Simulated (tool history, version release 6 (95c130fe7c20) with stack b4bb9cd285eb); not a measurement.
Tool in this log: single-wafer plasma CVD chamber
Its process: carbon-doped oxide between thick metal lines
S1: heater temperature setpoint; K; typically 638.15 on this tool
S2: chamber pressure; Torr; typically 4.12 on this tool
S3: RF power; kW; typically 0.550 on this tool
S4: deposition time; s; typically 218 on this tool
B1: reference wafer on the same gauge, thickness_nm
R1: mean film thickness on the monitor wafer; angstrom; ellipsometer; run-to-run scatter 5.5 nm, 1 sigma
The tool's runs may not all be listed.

run	hour	S1	S2	S3	S4	B1	R1
1	0.0	638.15	4.62	0.550	196	1099.472	10064.96
2	26.2	638.15	4.62	0.550	196	1099.083	10092.49
3	54.5	638.15	4.62	0.550	196	1102.274	10039.23
4	67.9	638.15	4.12	0.550	204	1098.919	10239.36
5	98.7	638.15	4.12	0.550	204	1101.959	10354.33
6	118.9	638.15	4.12	0.550	218	1098.848	10902.28
# hour 144.9: RF generator calibrated
# hour 149.3: thermocouple changed; heater temperature recalibrated
7	149.8	638.15	4.12	0.550	218	1098.063	11049.51
# hour 158.3: capacitance manometer re-zeroed and calibrated
8	158.8	638.15	4.59	0.585	230	1101.609	12289.77
9	180.0	638.15	4.12	0.640	176	1100.355	9773.97
# hour 194.0: gauge calibrated
10	205.2	638.15	4.12	0.550	204	1100.556	10289.33
11	230.3	653.15	3.47	0.515	218	1100.270	9927.59
# hour 238.4: showerhead replaced
12	265.8	643.15	4.12	0.550	175	1100.556	8679.75
13	297.1	638.15	4.12	0.550	218	1098.987	10912.65
14	325.7	638.15	3.61	0.615	194	1099.183	10334.34
15	348.8	631.15	4.12	0.550	180	1099.268	9170.34

What the log doesn't show, run by run:
wafer temperature above the value expected at the setpoint (K): 0 at every run
delivered RF power above the setpoint (%): 0 at every run
true pressure above the setpoint (%): 0 at every run
gauge reads high (%): 0 at every run
